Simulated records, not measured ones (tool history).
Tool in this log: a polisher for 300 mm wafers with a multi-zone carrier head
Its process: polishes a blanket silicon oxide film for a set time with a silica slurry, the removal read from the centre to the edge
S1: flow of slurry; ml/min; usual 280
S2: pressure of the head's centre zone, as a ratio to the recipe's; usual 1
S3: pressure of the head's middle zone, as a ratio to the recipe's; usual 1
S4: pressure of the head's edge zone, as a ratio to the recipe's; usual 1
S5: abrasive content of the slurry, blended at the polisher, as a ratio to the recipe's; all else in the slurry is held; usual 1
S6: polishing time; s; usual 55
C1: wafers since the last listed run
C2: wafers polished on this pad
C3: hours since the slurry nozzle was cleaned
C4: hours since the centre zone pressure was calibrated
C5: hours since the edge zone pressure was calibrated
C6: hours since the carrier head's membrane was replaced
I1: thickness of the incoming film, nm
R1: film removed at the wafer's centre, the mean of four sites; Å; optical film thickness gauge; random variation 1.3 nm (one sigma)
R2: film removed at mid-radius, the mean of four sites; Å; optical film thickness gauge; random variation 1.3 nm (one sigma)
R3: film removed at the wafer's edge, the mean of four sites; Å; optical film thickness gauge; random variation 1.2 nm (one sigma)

run	day	S1	S2	S3	S4	S5	S6	C1	C2	C3	C4	C5	C6	I1	R1	R2	R3
1	0	280	1	1	1	1	55	0	1044	90.3	519.1	46.7	1836.6	850.1	1341	1350	1360
# day 0.475: centre zone pressure recalibrated
2	1.217	280	0.97	1	1	1	55	313	1357	119.5	17.8	75.9	1865.8	855.6	1329	1357	1355
3	1.862	235	1	1.07	1.06	1	55	178	1536	135	33.3	91.4	1881.3	859.5	1321	1385	1345
# day 2.3: carrier head's membrane replaced by a new one
4	2.888	280	1.06	1	1	1	55	225	1761	159.6	57.9	116	14.1	855.2	1399	1323	1321
# day 3.392: worn pad replaced by a new one
5	3.571	280	0.97	1	1	1	55	142	48	176	74.3	132.4	30.5	840.8	1377	1395	1391
6	4.346	365	1	0.94	1	1	55	214	263	194.6	92.9	151	49.1	851.7	1415	1327	1435
7	5.7	280	1	1	1	1	55	374	637	227.1	125.4	183.5	81.6	858.7	1385	1373	1375
8	6.812	280	1	0.94	1	1	55	307	944	253.8	152.1	210.2	108.3	834.6	1364	1289	1357
9	8.021	280	1.11	1	1	1	55	333	1278	282.8	181.1	239.2	137.3	855.1	1485	1358	1367
10	8.85	280	1.07	1	1	1	55	229	1507	302.7	201	259.1	157.2	839.1	1418	1367	1316
11	10.062	280	0.94	1	1	1	55	334	1842	331.8	230.1	288.2	186.3	847.7	1262	1323	1331
12	11.192	280	1	1.11	1	1.1	55	311	2153	358.9	257.2	315.3	213.4	865.3	1367	1474	1369
13	12.162	280	1	1	1	1	55	268	2422	382.2	280.5	338.6	236.7	832.9	1290	1308	1305
# day 12.6: worn pad replaced by a new one
# day 12.675: edge zone pressure recalibrated
14	12.821	280	1	1	1	1	55	115	39	398	296.3	3.5	252.5	867.6	1397	1417	1399

What does the tool deliver on the next run?
15	14.3	280	1	1	1	1	55	408	448	433.5	331.8	39	288	839.5	?	?	?

Run 15 came out at R1 1384 Å, R2 1387 Å, R3 1386 Å.
Had the tool carried no hidden state, the very same run would have given R1 1418 Å, R2 1421 Å, R3 1419 Å.
